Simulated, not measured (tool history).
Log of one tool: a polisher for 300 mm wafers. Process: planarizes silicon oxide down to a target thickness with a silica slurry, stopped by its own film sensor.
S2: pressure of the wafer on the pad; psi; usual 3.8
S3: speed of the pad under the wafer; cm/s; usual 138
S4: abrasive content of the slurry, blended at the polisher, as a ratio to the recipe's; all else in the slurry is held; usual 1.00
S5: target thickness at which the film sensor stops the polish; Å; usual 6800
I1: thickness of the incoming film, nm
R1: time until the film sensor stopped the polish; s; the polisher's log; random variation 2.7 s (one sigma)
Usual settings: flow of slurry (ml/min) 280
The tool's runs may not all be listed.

run 1 day=0.000 | flow_of_slurry_(ml/min)=280 S2=3.8 S3=138 S4=1.00 S5=6800 | I1=1205.1 | R1=177.9
run 2 day=0.312 | flow_of_slurry_(ml/min)=280 S2=3.0 S3=138 S4=1.00 S5=6800 | I1=1219.9 | R1=233.0
run 3 day=0.746 | flow_of_slurry_(ml/min)=280 S2=3.0 S3=138 S4=1.00 S5=6800 | I1=1219.1 | R1=231.9
run 4 day=1.200 | flow_of_slurry_(ml/min)=280 S2=3.0 S3=138 S4=1.00 S5=6800 | I1=1234.5 | R1=248.7
run 5 day=1.646 | flow_of_slurry_(ml/min)=335 S2=3.8 S3=138 S4=1.00 S5=6800 | I1=1221.3 | R1=188.7
run 6 day=2.042 | flow_of_slurry_(ml/min)=335 S2=3.8 S3=138 S4=1.00 S5=6800 | I1=1230.3 | R1=198.9
run 7 day=2.396 | flow_of_slurry_(ml/min)=280 S2=3.8 S3=138 S4=1.10 S5=6800 | I1=1220.6 | R1=179.4
-- day=2.642 worn pad replaced by a new one
run 8 day=2.904 | flow_of_slurry_(ml/min)=280 S2=3.8 S3=138 S4=1.15 S5=6800 | I1=1223.9 | R1=196.8
run 9 day=3.446 | flow_of_slurry_(ml/min)=280 S2=3.8 S3=138 S4=1.15 S5=6800 | I1=1213.9 | R1=190.5
-- day=3.900 conditioning disc replaced and pad reconditioned
run 10 day=3.983 | flow_of_slurry_(ml/min)=280 S2=4.5 S3=138 S4=1.00 S5=6800 | I1=1233.0 | R1=191.9
-- day=4.558 slurry blender recalibrated
-- day=4.667 worn pad replaced by a new one, repeated, since the last time left the tool worse
-- day=4.721 slurry nozzle cleaned
run 11 day=4.742 | flow_of_slurry_(ml/min)=280 S2=4.5 S3=138 S4=1.00 S5=6800 | I1=1235.7 | R1=164.8
run 12 day=5.162 | flow_of_slurry_(ml/min)=380 S2=3.8 S3=180 S4=0.85 S5=5960 | I1=1213.3 | R1=193.4
run 13 day=5.646 | flow_of_slurry_(ml/min)=280 S2=3.3 S3=156 S4=0.70 S5=8230 | I1=1226.2 | R1=213.9
run 14 day=7.017 | flow_of_slurry_(ml/min)=280 S2=3.8 S3=138 S4=0.80 S5=5300 | I1=1232.0 | R1=319.4
-- day=7.412 worn pad replaced by a new one
run 15 day=8.054 | flow_of_slurry_(ml/min)=280 S2=4.9 S3=106 S4=1.00 S5=6800 | I1=1223.5 | R1=181.2
run 16 day=8.579 | flow_of_slurry_(ml/min)=280 S2=2.9 S3=138 S4=1.25 S5=5130 | I1=1216.4 | R1=271.3

The next listed run, before its measurement:
run 17 day=8.871 | flow_of_slurry_(ml/min)=280 S2=3.8 S3=168 S4=1.00 S5=6800 | I1=1232.8 | R1=?

Run 17 gave R1 166.2 s.
Without the tool's hidden state the same run would have given R1 162.7 s.
